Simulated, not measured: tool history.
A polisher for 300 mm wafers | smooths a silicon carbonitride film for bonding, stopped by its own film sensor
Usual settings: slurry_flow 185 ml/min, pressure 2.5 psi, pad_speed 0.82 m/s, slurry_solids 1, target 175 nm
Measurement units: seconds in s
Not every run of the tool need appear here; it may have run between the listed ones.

run,hour,slurry_flow,pressure,pad_speed,slurry_solids,target,"incoming thickness of the incoming film, nm",seconds
1,0,185,2.5,0.82,1,175,206.5,125.1
2,50.8,185,2.5,0.82,1,175,214.1,158
3,117.4,185,2.5,0.82,1,175,208.5,131.6
4,209.3,185,2.5,0.82,1,175,209.8,137.2
5,301.4,185,2.5,0.82,1,175,207,124
6,372.5,185,2.5,0.82,1.15,175,210,138.8
7,435.1,185,2.5,0.82,1.15,175,208.5,131
8,474.1,185,2.5,0.82,1,175,210.3,149.9
9,516.6,185,2.5,0.82,1,175,213.6,165.3
10,792.1,185,2.5,0.82,1,175,208.3,137.5
11,894.8,210,2.5,0.82,1,175,208.4,134.8
12,997.1,210,2.5,0.82,1,175,209.5,139.2
13,1058.9,185,2.5,0.82,1,175,214.7,158.4
14,1107.3,185,2.1,0.82,1.15,175,209.6,151.3
15,1188.3,185,2.3,1.06,1,172,210.5,134.1
16,1257.4,210,2.9,1.02,0.75,175,212.5,132.7
17,1357.7,230,2.7,0.82,1,163,209.9,164.7
18,1432.6,185,2.5,0.82,1,175,211.7,145.5
19,1479.4,185,2.5,0.92,1,170,210.2,143.4
20,1573.2,225,2.5,0.72,0.75,171,211.8,244.2
21,1633.5,185,2.5,0.74,1,175,208,151.1
22,1726.1,185,2.5,1.06,1.15,175,206.2,98.3
23,1801.4,225,2.5,0.56,1,175,209.4,194.7
24,1902,205,2.2,0.82,0.85,184,206.8,123.2
25,1986.6,135,2.8,0.82,1,183,211.6,108.4
26,2052.2,185,2.5,0.82,1,175,211.5,150.5
27,2129,185,3.4,0.82,1,175,209.6,102.5

Between the runs listed above, the log contained 14 entries, not reproduced here. Where in the sequence does each belong, and how does what the log doesn't record of the tool's condition differ from the listed run before to the listed run after?
In the gap between runs 5 and 6: slurry blender recalibrated (hour 336.3); head pressure recalibrated (hour 344.5); slurry nozzle cleaned (hour 350.7)
  deviation of the head's pressure from its setpoint, %: 12 -> 0.235
  the result without the hidden state subtracted from the measured one, seconds: -14.9 -> -0.4 s
In the gap between runs 6 and 7: worn pad replaced by a new one (hour 413.6)
  deviation of the head's pressure from its setpoint, %: 0.235 -> 0.945
  the result without the hidden state subtracted from the measured one, seconds: -0.4 -> -1.2 s
In the gap between runs 10 and 11: slurry blender recalibrated (hour 804.2); slurry nozzle cleaned (hour 846.6); worn pad replaced by a new one (hour 887.9)
  deviation of the head's pressure from its setpoint, %: 4.99 -> 6.16
  the result without the hidden state subtracted from the measured one, seconds: -6.9 -> -8.3 s
In the gap between runs 16 and 17: slurry blender recalibrated (hour 1292.9); slurry nozzle cleaned (hour 1345.4); worn pad replaced by a new one (hour 1352.9)
  deviation of the head's pressure from its setpoint, %: 10.3 -> 11.4
  the result without the hidden state subtracted from the measured one, seconds: -13.6 -> -18.7 s
In the gap between runs 19 and 20: head pressure recalibrated (hour 1544.9)
  deviation of the head's pressure from its setpoint, %: 12.8 -> 0.81
  the result without the hidden state subtracted from the measured one, seconds: -18.3 -> -2 s
In the gap between runs 21 and 22: slurry blender recalibrated (hour 1664.1)
  deviation of the head's pressure from its setpoint, %: 1.49 -> 2.54
  the result without the hidden state subtracted from the measured one, seconds: -2.2 -> -2.5 s
In the gap between runs 22 and 23: slurry nozzle cleaned (hour 1791.8)
  deviation of the head's pressure from its setpoint, %: 2.54 -> 3.4
  the result without the hidden state subtracted from the measured one, seconds: -2.5 -> -6.6 s
In the gap between runs 23 and 24: worn pad replaced by a new one (hour 1806.8)
  deviation of the head's pressure from its setpoint, %: 3.4 -> 4.54
  the result without the hidden state subtracted from the measured one, seconds: -6.6 -> -5.6 s
